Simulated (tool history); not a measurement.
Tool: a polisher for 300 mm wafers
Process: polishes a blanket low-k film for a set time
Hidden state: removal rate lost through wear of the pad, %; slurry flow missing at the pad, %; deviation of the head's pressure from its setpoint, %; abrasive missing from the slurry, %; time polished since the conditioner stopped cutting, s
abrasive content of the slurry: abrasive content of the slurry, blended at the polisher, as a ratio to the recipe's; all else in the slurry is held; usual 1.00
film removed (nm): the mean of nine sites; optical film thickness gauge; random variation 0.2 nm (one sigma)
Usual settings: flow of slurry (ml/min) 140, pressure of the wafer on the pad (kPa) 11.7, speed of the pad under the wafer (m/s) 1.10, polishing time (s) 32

run,hour,flow of slurry (ml/min),pressure of the wafer on the pad (kPa),speed of the pad under the wafer (m/s),abrasive content of the slurry,polishing time (s),wafers since the last listed run,wafers polished on this pad,hours since the slurry nozzle was cleaned,hours since the head pressure was calibrated,hours since the slurry blender was calibrated,hours since the conditioning disc was replaced,"incoming thickness of the incoming film, nm",film removed (nm)
1,0.0,140,11.7,0.80,1.00,32,0,4571,325.0,853.6,265.7,238.6,580.1,9.6
# hour 8.6: conditioning disc replaced and pad reconditioned
# hour 61.3: worn pad replaced by a new one
2,61.8,125,11.7,1.10,1.00,32,979,9,386.8,915.4,327.5,53.2,583.6,12.2
3,84.2,125,11.7,1.10,1.00,32,393,402,409.2,937.8,349.9,75.6,572.6,12.4
4,144.8,140,11.7,1.10,0.80,32,1063,1465,469.8,998.4,410.5,136.2,576.1,10.9
# hour 157.8: slurry blender recalibrated
5,220.9,140,13.8,1.20,1.00,32,1300,2766,545.9,1074.5,63.1,212.3,590.1,15.4
6,286.4,140,11.7,1.10,1.00,37,1149,3915,611.4,1140.0,128.6,277.8,575.1,14.0
# hour 297.4: conditioning disc replaced and pad reconditioned
7,318.6,140,11.7,1.10,1.00,37,529,4445,643.6,1172.2,160.8,21.2,578.7,13.9
# hour 331.9: slurry nozzle cleaned
# hour 332.5: worn pad replaced by a new one
# hour 352.8: head pressure recalibrated
8,368.7,140,11.7,1.10,1.00,37,816,600,36.8,15.9,210.9,71.3,581.5,15.7
9,457.6,140,11.7,1.10,1.00,32,1559,2159,125.7,104.8,299.8,160.2,577.0,14.0
10,503.1,140,11.7,1.10,1.00,32,798,2958,171.2,150.3,345.3,205.7,579.3,13.7
# hour 542.4: conditioning disc replaced and pad reconditioned
11,558.0,140,11.7,1.10,1.20,37,928,3886,226.1,205.2,400.2,15.6,573.0,17.2
# hour 582.4: slurry blender recalibrated
12,587.7,155,11.7,0.84,1.10,28,486,4372,255.8,234.9,5.3,45.3,578.8,10.2
# hour 638.5: worn pad replaced by a new one
13,651.9,140,11.7,1.10,1.00,32,1056,234,320.0,299.1,69.5,109.5,576.0,13.4
14,723.1,140,11.7,1.10,1.00,32,1249,1483,391.2,370.3,140.7,180.7,573.6,13.7
15,792.5,140,11.7,0.82,1.00,32,1217,2701,460.6,439.7,210.1,250.1,574.1,10.6
16,819.6,140,11.7,1.10,1.00,32,475,3176,487.7,466.8,237.2,277.2,580.4,13.9
# hour 840.2: conditioning disc replaced and pad reconditioned
17,847.0,170,15.9,1.10,0.70,32,445,3622,515.1,494.2,264.6,6.8,572.2,15.0
# hour 899.8: worn pad replaced by a new one
18,911.4,140,9.0,1.34,1.00,32,1059,203,579.5,558.6,329.0,71.2,576.5,12.1
19,940.2,140,11.7,0.96,1.00,32,505,708,608.3,587.4,357.8,100.0,583.4,12.2
# hour 984.9: slurry nozzle cleaned
20,1002.6,140,11.7,0.74,1.00,32,1077,1785,17.7,649.8,420.2,162.4,589.0,9.8
21,1053.7,120,11.7,1.28,1.00,32,896,2682,68.8,700.9,471.3,213.5,577.9,14.4
22,1090.4,140,7.6,1.36,1.15,42,643,3326,105.5,737.6,508.0,250.2,573.7,14.0
# hour 1093.4: slurry blender recalibrated
# hour 1120.3: conditioning disc replaced and pad reconditioned
23,1132.7,140,11.7,1.10,1.00,32,672,3998,147.8,779.9,39.3,12.4,576.7,12.7
# hour 1195.4: worn pad replaced by a new one
24,1195.9,190,11.7,1.00,1.00,32,1038,8,211.0,843.1,102.5,75.6,581.2,12.7
25,1260.4,140,11.7,1.10,1.00,32,1131,1140,275.5,907.6,167.0,140.1,579.1,13.1

Forecast each of these 4 alternatives for the next run:
A,1260.8,140,11.7,1.10,1.00,32,7,1147,275.9,908.0,167.4,140.5,575.6,?
B,1260.8,140,9.7,1.10,1.00,32,7,1147,275.9,908.0,167.4,140.5,575.6,?
C,1260.8,140,11.7,1.10,1.00,35,7,1147,275.9,908.0,167.4,140.5,575.6,?
D,1260.8,140,15.2,1.36,1.00,32,7,1147,275.9,908.0,167.4,140.5,575.6,?

run,film removed (nm)
A,12.9
B,10.6
C,14.1
D,19.7
Without the tool's hidden state the same runs would have given:
run,film removed (nm)
A,13.9
B,11.5
C,15.3
D,21.4
